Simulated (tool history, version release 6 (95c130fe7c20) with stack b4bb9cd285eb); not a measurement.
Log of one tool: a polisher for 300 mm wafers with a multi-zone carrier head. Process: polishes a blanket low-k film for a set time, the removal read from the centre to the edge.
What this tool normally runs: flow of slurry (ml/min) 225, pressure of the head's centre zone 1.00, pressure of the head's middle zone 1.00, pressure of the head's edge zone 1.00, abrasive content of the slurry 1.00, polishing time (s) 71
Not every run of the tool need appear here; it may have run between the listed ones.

run,hour,flow of slurry (ml/min),pressure of the head's centre zone,pressure of the head's middle zone,pressure of the head's edge zone,abrasive content of the slurry,polishing time (s),"incoming thickness of the incoming film, nm",film removed at the wafer's centre (nm),film removed at mid-radius (nm),film removed at the wafer's edge (nm)
1,0.0,225,1.00,1.03,1.00,1.00,71,594.9,23.5,24.8,24.2
2,24.0,225,1.00,1.03,1.00,1.00,71,586.5,22.0,24.0,23.7
3,40.8,225,1.00,1.00,1.00,1.00,71,595.8,22.2,23.0,23.5
4,47.1,225,1.00,1.00,1.00,1.00,71,587.7,21.7,22.8,23.0
5,58.9,225,1.00,1.00,1.00,1.00,71,599.8,21.5,22.7,22.2
6,70.6,225,1.00,1.00,1.00,1.00,71,589.0,21.5,22.4,22.5
7,80.5,225,1.00,1.00,1.00,1.00,71,589.9,21.3,22.7,22.8
8,98.1,145,1.00,1.07,1.00,1.00,71,602.3,18.0,20.0,20.3
# hour 103.9: edge zone pressure recalibrated
9,106.6,290,1.00,1.00,1.00,0.80,71,587.2,20.4,21.4,21.4
10,115.9,255,1.06,1.00,0.96,1.00,78,577.7,24.9,24.9,24.7
# hour 118.9: centre zone pressure recalibrated
11,128.9,150,1.00,1.03,1.00,1.25,56,588.7,15.4,16.8,17.5
# hour 132.4: slurry nozzle cleaned
# hour 133.4: worn pad replaced by a new one
12,140.7,225,1.00,1.00,1.00,1.00,80,584.7,29.1,30.0,29.1
13,158.2,225,1.00,1.00,0.89,1.00,52,599.2,18.4,19.0,17.3
# hour 174.0: carrier head's membrane replaced by a new one
14,174.5,225,1.11,1.00,1.00,1.10,71,588.0,28.8,26.6,25.9
15,177.2,225,1.00,1.00,1.00,1.00,71,588.7,25.2,25.3,24.3
16,190.2,225,1.00,0.90,1.00,1.00,53,587.8,17.9,17.3,18.2
17,241.4,225,1.00,1.00,1.00,1.25,47,582.9,17.5,17.7,17.5
18,255.7,225,0.93,0.95,0.95,1.30,71,585.3,25.0,25.9,26.1
19,266.8,225,1.00,1.00,1.00,1.00,71,579.1,24.0,24.5,24.0
20,282.1,285,1.00,1.00,1.00,0.85,48,594.4,15.6,16.0,15.3
21,297.8,225,1.00,1.00,1.00,1.00,71,579.5,23.7,24.7,23.7

Pick out some run-to-run changes in film removed at the wafer's centre (nm). Of each, how much would a tool without hidden state show as well, from the settings, what came in and chance, and how much is left for the hidden state and any gauge scatter not in both results compared?
What the log doesn't record here: removal rate lost through wear of the pad, %; slurry flow missing at the pad, %; deviation of the centre zone's pressure from its setpoint, %; deviation of the edge zone's pressure from its setpoint, %.
Run 8 -> 9: flow of slurry (ml/min) 145 -> 290, pressure of the head's middle zone 1.07 -> 1.00, abrasive content of the slurry 1.00 -> 0.80, edge zone pressure recalibrated. film removed at the wafer's centre (nm) +2.4: hidden state +2.2, all else +0.2.
Run 11 -> 12: flow of slurry (ml/min) 150 -> 225, pressure of the head's middle zone 1.03 -> 1.00, abrasive content of the slurry 1.25 -> 1.00, polishing time (s) 56 -> 80, slurry nozzle cleaned, worn pad replaced by a new one. film removed at the wafer's centre (nm) +13.7: hidden state +5.2, all else +8.5.
Run 12 -> 13: pressure of the head's edge zone 1.00 -> 0.89, polishing time (s) 80 -> 52. film removed at the wafer's centre (nm) -10.7: hidden state -0.2, all else -10.5.
